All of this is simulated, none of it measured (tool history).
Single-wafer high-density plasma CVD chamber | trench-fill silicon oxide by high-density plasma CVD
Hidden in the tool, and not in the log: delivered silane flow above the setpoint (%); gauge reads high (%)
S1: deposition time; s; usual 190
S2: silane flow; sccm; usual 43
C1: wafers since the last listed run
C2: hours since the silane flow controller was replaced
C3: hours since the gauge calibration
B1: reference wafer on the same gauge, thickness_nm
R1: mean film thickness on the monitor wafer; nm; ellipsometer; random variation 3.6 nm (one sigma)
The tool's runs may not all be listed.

run,hour,S1,S2,C1,C2,C3,B1,R1
1,0,190,45,0,927,466.4,881.415,879.869
2,61.3,190,45,589,988.3,527.7,878.248,880.666
3,133.1,190,45,690,1060.1,599.5,873.258,878.56
4,239.7,174,39,1025,1166.7,706.1,869.556,713.293
5,298.4,172,49,564,1225.4,764.8,866.529,845.233
6,358.1,190,43,574,1285.1,824.5,862.446,829.648
7,411,190,43,508,1338,877.4,857.826,825.106
# hour 470.8: gauge calibrated
8,512.6,190,37,976,1439.6,41.8,888.861,756.55
9,577.5,190,37,624,1504.5,106.7,888.14,760.895
10,614.4,205,38,354,1541.4,143.6,889.158,845.099
# hour 658.1: silane flow controller replaced
11,680.9,190,48,562,22.8,210.1,889.267,940.167
12,737.1,190,49,540,79,266.3,886.318,948.207
13,793.3,163,40,540,135.2,322.5,885.788,698.698
14,840.1,202,49,450,182,369.3,882.433,1003.248
15,900.9,190,43,584,242.8,430.1,882.486,857.41
16,953.9,170,40,509,295.8,483.1,882.023,717.567
17,1059.1,190,43,1011,401,588.3,876.142,843.433
18,1112.7,190,40,515,454.6,641.9,871.134,794.605
# hour 1168.2: gauge calibrated
19,1217,158,36,1002,558.9,48.8,892.568,626.839

5 ways to go on from here, each from the tool as it stands after run 19. What would each give?
A,1217.5,190,43,4,559.4,49.3,?,?
B,1217.5,171,47,4,559.4,49.3,?,?
C,1217.5,155,40,4,559.4,49.3,?,?
D,1217.5,214,37,4,559.4,49.3,?,?
E,1217.5,207,36,4,559.4,49.3,?,?

run,B1,R1
A,892.283,865.078
B,892.283,835.251
C,892.283,667.188
D,892.283,867.95
E,892.283,822.406
Without the tool's hidden state the same runs would have given:
run,R1
A,863.487
B,833.715
C,665.961
D,866.354
E,820.894

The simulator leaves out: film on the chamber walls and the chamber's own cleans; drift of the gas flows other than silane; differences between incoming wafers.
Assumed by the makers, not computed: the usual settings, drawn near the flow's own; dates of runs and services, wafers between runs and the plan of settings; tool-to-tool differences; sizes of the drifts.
